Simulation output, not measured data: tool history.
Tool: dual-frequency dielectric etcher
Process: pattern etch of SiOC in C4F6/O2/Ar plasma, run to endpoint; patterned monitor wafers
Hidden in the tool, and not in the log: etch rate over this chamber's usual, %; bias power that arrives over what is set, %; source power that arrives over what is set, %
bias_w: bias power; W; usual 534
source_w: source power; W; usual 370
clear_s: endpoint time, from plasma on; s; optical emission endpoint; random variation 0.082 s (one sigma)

run	day	bias_w	source_w	wafers since the last listed run	hours since the last wet clean	hours since the last bias power generator calibration	hours since the last source power generator calibration	hours since the last upper electrode change	incoming incoming film thickness, nm	clear_s
1	0	534	370	0	261.2	1770.8	3743.7	4717.8	36.67	13.1
2	0.658	534	370	311	277	1786.6	3759.5	4733.6	36.82	13.1
3	1.088	534	370	203	287.3	1796.9	3769.8	4743.9	36.94	13.1
4	1.442	534	370	167	295.8	1805.4	3778.3	4752.4	37.12	13.1
5	2.771	534	370	629	327.7	1837.3	3810.2	4784.3	36.72	13.1
# day 3.746: source power generator calibrated
# day 3.892: wet clean of the chamber
6	3.912	456	370	392	0.5	1864.7	4	4811.7	36.57	14.9
7	3.95	456	370	17	1.4	1865.6	4.9	4812.6	37.04	15
8	4.233	456	370	134	8.2	1872.4	11.7	4819.4	36.99	15.1
9	4.767	572	370	252	21	1885.2	24.5	4832.2	36.53	13
10	5.312	472	370	258	34.1	1898.3	37.6	4845.3	36.96	14.7
11	5.892	655	420	274	48	1912.2	51.5	4859.2	36.54	11.7
# day 7.404: bias power generator calibrated
# day 7.592: upper electrode replaced
12	7.612	418	290	646	89.3	5	92.8	0.5	36.35	16
13	7.625	587	410	5	89.6	5.3	93.1	0.8	37.22	12.7
14	7.638	413	420	5	89.9	5.6	93.4	1.1	37.03	15.2
15	8.338	534	370	331	106.7	22.4	110.2	17.9	37	13.5
16	8.738	534	370	189	116.3	32	119.8	27.5	36.77	13.4
17	9.138	534	370	189	125.9	41.6	129.4	37.1	36.67	13.3
18	9.5	404	320	171	134.6	50.3	138.1	45.8	36.83	16.4

4 ways to go on from here, each from the tool as it stands after run 18. What would each give?
A	9.517	534	370	7	135	50.7	138.5	46.2	37.04	?
B	9.517	469	320	7	135	50.7	138.5	46.2	37.04	?
C	9.517	421	420	7	135	50.7	138.5	46.2	37.04	?
D	9.517	578	440	7	135	50.7	138.5	46.2	37.04	?

run	clear_s
A	13.7
B	15.2
C	15.2
D	12.6
Without the tool's hidden state the same runs would have given:
run	clear_s
A	13.9
B	15.4
C	15.4
D	12.7
